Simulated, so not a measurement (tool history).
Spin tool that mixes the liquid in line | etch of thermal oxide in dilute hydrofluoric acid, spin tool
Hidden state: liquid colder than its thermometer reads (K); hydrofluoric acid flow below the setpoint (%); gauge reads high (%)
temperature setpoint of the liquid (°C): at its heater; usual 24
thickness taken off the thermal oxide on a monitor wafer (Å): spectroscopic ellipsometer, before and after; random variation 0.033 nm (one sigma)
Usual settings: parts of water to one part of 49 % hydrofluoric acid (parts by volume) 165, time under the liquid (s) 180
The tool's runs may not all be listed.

run	hour	temperature setpoint of the liquid (°C)	parts of water to one part of 49 % hydrofluoric acid (parts by volume)	time under the liquid (s)	wafers since the last listed run	hours since the thermometer was replaced	hours since the hydrofluoric acid flow meter was replaced	hours since the gauge calibration	read-back film thickness of the thermal oxide reference wafer, read on the same gauge (nm)	thickness taken off the thermal oxide on a monitor wafer (Å)
1	0	24	165	145	0	821.5	1371.7	196.4	40.008	32.84
2	26.8	24	165	145	264	848.3	1398.5	223.2	40.008	32.25
3	46.5	24	165	145	194	868	1418.2	242.9	39.978	32.45
4	71.3	27.5	165	180	244	892.8	1443	267.7	39.983	45.92
5	102.9	24	165	180	312	924.4	1474.6	299.3	40.014	40.09
6	138	25	165	180	346	959.5	1509.7	334.4	39.968	40.77
7	164	25	165	180	256	985.5	1535.7	360.4	39.991	40.63
8	187	24	165	225	227	1008.5	1558.7	383.4	40.015	49.07
9	206.7	24	165	225	194	1028.2	1578.4	403.1	39.994	49.36
# hour 214: gauge calibrated
10	219.8	24	165	225	129	1041.3	1591.5	5.8	39.984	49.4
11	289.9	29	95	125	692	1111.4	1661.6	75.9	39.996	61.88
# hour 308.7: hydrofluoric acid flow meter replaced
12	309.2	27	135	180	180	1130.7	0.5	95.2	40	61.88
13	336	24	125	115	264	1157.5	27.3	122	40.028	38.46
14	362.6	24	245	180	262	1184.1	53.9	148.6	39.954	26.72
# hour 366.7: thermometer replaced
15	394.5	24	165	180	305	27.8	85.8	180.5	40.009	47.53
16	407.8	24	165	225	131	41.1	99.1	193.8	39.99	58.88
17	434.3	28.5	230	220	261	67.6	125.6	220.3	39.995	44.62
18	449.9	19.5	165	115	154	83.2	141.2	235.9	39.992	25.11
19	467.6	24	185	135	174	100.9	158.9	253.6	40.024	30.73
20	483.9	24	165	180	160	117.2	175.2	269.9	40.017	47.51

3 ways to go on from here, each from the tool as it stands after run 20. What would each give?
A	484.4	19.5	165	180	4	117.7	175.7	270.4	?	?
B	484.4	22	130	180	4	117.7	175.7	270.4	?	?
C	484.4	24	165	265	4	117.7	175.7	270.4	?	?

run	read-back film thickness of the thermal oxide reference wafer, read on the same gauge (nm)	thickness taken off the thermal oxide on a monitor wafer (Å)
A	39.99	39.66
B	39.99	57.7
C	39.99	69.5
Without the tool's hidden state the same runs would have given:
run	thickness taken off the thermal oxide on a monitor wafer (Å)
A	40.99
B	59.62
C	71.84
